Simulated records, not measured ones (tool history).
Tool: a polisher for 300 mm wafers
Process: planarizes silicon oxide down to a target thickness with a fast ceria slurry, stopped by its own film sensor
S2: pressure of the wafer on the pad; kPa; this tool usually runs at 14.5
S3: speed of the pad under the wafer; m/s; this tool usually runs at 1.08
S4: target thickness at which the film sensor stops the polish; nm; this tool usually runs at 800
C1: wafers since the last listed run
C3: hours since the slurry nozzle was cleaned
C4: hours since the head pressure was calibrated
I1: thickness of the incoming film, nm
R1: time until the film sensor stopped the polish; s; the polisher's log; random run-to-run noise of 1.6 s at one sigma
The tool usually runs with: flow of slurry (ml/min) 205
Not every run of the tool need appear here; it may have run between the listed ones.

{"run": 1, "hour": 0.0, "flow of slurry (ml/min)": 205, "S2": 14.5, "S3": 0.94, "S4": 800, "C1": 0, "wafers polished on this pad": 213, "C3": 295.1, "C4": 872.8, "I1": 2007.6, "R1": 95.1}
{"run": 2, "hour": 13.5, "flow of slurry (ml/min)": 205, "S2": 14.5, "S3": 1.08, "S4": 527, "C1": 68, "wafers polished on this pad": 282, "C3": 308.6, "C4": 886.3, "I1": 2005.6, "R1": 106.2}
{"run": 3, "hour": 20.8, "flow of slurry (ml/min)": 205, "S2": 14.5, "S3": 1.08, "S4": 527, "C1": 37, "wafers polished on this pad": 319, "C3": 315.9, "C4": 893.6, "I1": 1982.7, "R1": 103.2}
{"run": 4, "hour": 28.8, "flow of slurry (ml/min)": 205, "S2": 14.5, "S3": 1.08, "S4": 527, "C1": 40, "wafers polished on this pad": 360, "C3": 323.9, "C4": 901.6, "I1": 2004.5, "R1": 106.4}
{"run": 5, "hour": 36.9, "flow of slurry (ml/min)": 205, "S2": 14.5, "S3": 1.08, "S4": 800, "C1": 41, "wafers polished on this pad": 401, "C3": 332, "C4": 909.7, "I1": 1993.1, "R1": 88.7}
{"run": 6, "hour": 45.1, "flow of slurry (ml/min)": 205, "S2": 14.5, "S3": 1.08, "S4": 800, "C1": 41, "wafers polished on this pad": 443, "C3": 340.2, "C4": 917.9, "I1": 2013.6, "R1": 90.3}
{"run": 7, "hour": 53.0, "flow of slurry (ml/min)": 205, "S2": 14.5, "S3": 1.08, "S4": 800, "C1": 40, "wafers polished on this pad": 483, "C3": 348.1, "C4": 925.8, "I1": 2006.7, "R1": 87.1}
{"run": 8, "hour": 69.2, "flow of slurry (ml/min)": 205, "S2": 14.5, "S3": 1.08, "S4": 800, "C1": 82, "wafers polished on this pad": 566, "C3": 364.3, "C4": 942, "I1": 1980.5, "R1": 87.5}
{"run": 9, "hour": 83.4, "flow of slurry (ml/min)": 205, "S2": 14.5, "S3": 1.08, "S4": 800, "C1": 72, "wafers polished on this pad": 638, "C3": 378.5, "C4": 956.2, "I1": 2005.1, "R1": 92.5}
{"run": 10, "hour": 100.5, "flow of slurry (ml/min)": 175, "S2": 14.5, "S3": 1.08, "S4": 800, "C1": 87, "wafers polished on this pad": 725, "C3": 395.6, "C4": 973.3, "I1": 2016.4, "R1": 91.9}
{"run": 11, "hour": 108.0, "flow of slurry (ml/min)": 175, "S2": 14.5, "S3": 1.08, "S4": 800, "C1": 38, "wafers polished on this pad": 763, "C3": 403.1, "C4": 980.8, "I1": 1982.4, "R1": 90.7}
{"run": 12, "hour": 125.7, "flow of slurry (ml/min)": 175, "S2": 14.5, "S3": 1.08, "S4": 800, "C1": 90, "wafers polished on this pad": 853, "C3": 420.8, "C4": 998.5, "I1": 1978.2, "R1": 93}
{"run": 13, "hour": 133.8, "flow of slurry (ml/min)": 230, "S2": 13.1, "S3": 0.9, "S4": 800, "C1": 41, "wafers polished on this pad": 894, "C3": 428.9, "C4": 1006.6, "I1": 1988.1, "R1": 112}
{"run": 14, "hour": 142.1, "flow of slurry (ml/min)": 205, "S2": 14.5, "S3": 1.08, "S4": 800, "C1": 42, "wafers polished on this pad": 937, "C3": 437.2, "C4": 1014.9, "I1": 2014.4, "R1": 96.1}
{"run": 15, "hour": 152.2, "flow of slurry (ml/min)": 205, "S2": 14.5, "S3": 1.08, "S4": 800, "C1": 51, "wafers polished on this pad": 988, "C3": 447.3, "C4": 1025, "I1": 2015.6, "R1": 93.2}

Forecast run 16:
{"hour": 156.7, "done": "slurry nozzle cleaned"}
{"hour": 156.9, "done": "head pressure recalibrated"}
{"run": 16, "hour": 160.7, "flow of slurry (ml/min)": 205, "S2": 14.5, "S3": 1.08, "S4": 666, "C1": 36, "wafers polished on this pad": 1025, "C3": 4, "C4": 3.8, "I1": 1980.7, "R1": "?"}

R1: 99.4 s
Were there no unlogged condition in the tool, this run, its random variation unchanged, would have produced R1 89.3 s.

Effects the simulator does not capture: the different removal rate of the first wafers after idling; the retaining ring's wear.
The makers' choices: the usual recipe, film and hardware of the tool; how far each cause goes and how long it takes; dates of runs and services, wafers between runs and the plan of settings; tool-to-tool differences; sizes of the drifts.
